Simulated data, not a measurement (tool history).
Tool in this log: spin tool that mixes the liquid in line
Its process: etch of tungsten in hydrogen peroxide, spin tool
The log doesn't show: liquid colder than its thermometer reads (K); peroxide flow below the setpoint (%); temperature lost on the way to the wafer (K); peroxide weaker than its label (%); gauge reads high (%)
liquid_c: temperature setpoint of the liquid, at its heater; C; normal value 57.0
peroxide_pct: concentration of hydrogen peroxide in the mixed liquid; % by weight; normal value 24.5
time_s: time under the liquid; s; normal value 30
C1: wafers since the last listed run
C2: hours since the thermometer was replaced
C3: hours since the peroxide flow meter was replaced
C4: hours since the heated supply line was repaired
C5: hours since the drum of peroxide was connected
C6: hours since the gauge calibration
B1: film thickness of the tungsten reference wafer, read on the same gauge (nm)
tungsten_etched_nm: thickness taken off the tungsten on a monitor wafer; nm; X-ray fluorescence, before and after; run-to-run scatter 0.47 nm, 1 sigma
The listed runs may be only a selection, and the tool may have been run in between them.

run 1 hour=0.0 | liquid_c=57.0 peroxide_pct=24.5 time_s=30 | C1=0 C2=1779.2 C3=1202.9 C4=696.3 C5=9.2 C6=305.0 | B1=149.97 | tungsten_etched_nm=78.41
run 2 hour=32.8 | liquid_c=57.0 peroxide_pct=24.5 time_s=30 | C1=272 C2=1812.0 C3=1235.7 C4=729.1 C5=42.0 C6=337.8 | B1=150.01 | tungsten_etched_nm=78.33
run 3 hour=52.6 | liquid_c=57.0 peroxide_pct=24.5 time_s=30 | C1=164 C2=1831.8 C3=1255.5 C4=748.9 C5=61.8 C6=357.6 | B1=150.02 | tungsten_etched_nm=78.24
run 4 hour=66.7 | liquid_c=57.0 peroxide_pct=24.5 time_s=30 | C1=117 C2=1845.9 C3=1269.6 C4=763.0 C5=75.9 C6=371.7 | B1=149.97 | tungsten_etched_nm=78.01
run 5 hour=81.0 | liquid_c=57.0 peroxide_pct=24.5 time_s=30 | C1=118 C2=1860.2 C3=1283.9 C4=777.3 C5=90.2 C6=386.0 | B1=150.00 | tungsten_etched_nm=78.85
-- hour=107.8 thermometer replaced
run 6 hour=110.5 | liquid_c=57.0 peroxide_pct=24.5 time_s=30 | C1=236 C2=2.7 C3=1313.4 C4=806.8 C5=119.7 C6=415.5 | B1=150.02 | tungsten_etched_nm=78.24
run 7 hour=138.1 | liquid_c=60.0 peroxide_pct=24.5 time_s=50 | C1=229 C2=30.3 C3=1341.0 C4=834.4 C5=147.3 C6=443.1 | B1=150.04 | tungsten_etched_nm=154.03
run 8 hour=171.8 | liquid_c=66.0 peroxide_pct=30.0 time_s=45 | C1=279 C2=64.0 C3=1374.7 C4=868.1 C5=181.0 C6=476.8 | B1=150.02 | tungsten_etched_nm=213.57
run 9 hour=206.4 | liquid_c=57.0 peroxide_pct=30.0 time_s=40 | C1=287 C2=98.6 C3=1409.3 C4=902.7 C5=215.6 C6=511.4 | B1=150.02 | tungsten_etched_nm=114.48
run 10 hour=240.9 | liquid_c=54.5 peroxide_pct=30.0 time_s=50 | C1=286 C2=133.1 C3=1443.8 C4=937.2 C5=250.1 C6=545.9 | B1=150.03 | tungsten_etched_nm=122.98
-- hour=266.4 gauge calibrated
run 11 hour=276.4 | liquid_c=57.0 peroxide_pct=24.5 time_s=30 | C1=294 C2=168.6 C3=1479.3 C4=972.7 C5=285.6 C6=10.0 | B1=150.02 | tungsten_etched_nm=77.15
run 12 hour=295.7 | liquid_c=60.0 peroxide_pct=20.0 time_s=15 | C1=160 C2=187.9 C3=1498.6 C4=992.0 C5=304.9 C6=29.3 | B1=150.02 | tungsten_etched_nm=41.68
run 13 hour=311.9 | liquid_c=57.0 peroxide_pct=21.0 time_s=50 | C1=134 C2=204.1 C3=1514.8 C4=1008.2 C5=321.1 C6=45.5 | B1=149.98 | tungsten_etched_nm=120.19
-- hour=331.4 peroxide flow meter replaced
run 14 hour=349.4 | liquid_c=57.0 peroxide_pct=24.5 time_s=35 | C1=303 C2=241.6 C3=18.0 C4=1045.7 C5=358.6 C6=83.0 | B1=150.00 | tungsten_etched_nm=95.31
-- hour=359.9 heated supply line repaired
run 15 hour=375.0 | liquid_c=57.0 peroxide_pct=24.5 time_s=30 | C1=204 C2=267.2 C3=43.6 C4=15.1 C5=384.2 C6=108.6 | B1=150.00 | tungsten_etched_nm=82.07
run 16 hour=390.2 | liquid_c=66.0 peroxide_pct=20.5 time_s=15 | C1=126 C2=282.4 C3=58.8 C4=30.3 C5=399.4 C6=123.8 | B1=150.06 | tungsten_etched_nm=62.81
run 17 hour=410.5 | liquid_c=65.0 peroxide_pct=24.5 time_s=30 | C1=168 C2=302.7 C3=79.1 C4=50.6 C5=419.7 C6=144.1 | B1=150.01 | tungsten_etched_nm=129.08
run 18 hour=443.5 | liquid_c=52.5 peroxide_pct=19.0 time_s=15 | C1=274 C2=335.7 C3=112.1 C4=83.6 C5=452.7 C6=177.1 | B1=150.03 | tungsten_etched_nm=27.44
run 19 hour=469.3 | liquid_c=53.0 peroxide_pct=19.0 time_s=20 | C1=214 C2=361.5 C3=137.9 C4=109.4 C5=478.5 C6=202.9 | B1=150.02 | tungsten_etched_nm=37.50
run 20 hour=484.7 | liquid_c=62.0 peroxide_pct=24.5 time_s=30 | C1=127 C2=376.9 C3=153.3 C4=124.8 C5=493.9 C6=218.3 | B1=149.95 | tungsten_etched_nm=108.66
run 21 hour=505.0 | liquid_c=57.0 peroxide_pct=24.5 time_s=30 | C1=168 C2=397.2 C3=173.6 C4=145.1 C5=514.2 C6=238.6 | B1=150.00 | tungsten_etched_nm=80.21
run 22 hour=522.1 | liquid_c=57.0 peroxide_pct=24.5 time_s=30 | C1=142 C2=414.3 C3=190.7 C4=162.2 C5=531.3 C6=255.7 | B1=150.02 | tungsten_etched_nm=80.56

Forecast run 23:
run 23 hour=549.4 | liquid_c=52.0 peroxide_pct=30.0 time_s=40 | C1=226 C2=441.6 C3=218.0 C4=189.5 C5=558.6 C6=283.0 | B1=? | tungsten_etched_nm=?

B1: 150.00
tungsten_etched_nm: 88.74 nm
Take away the tool's hidden state, keep the run-to-run variation as it was, and the same run would have given tungsten_etched_nm 90.92 nm.
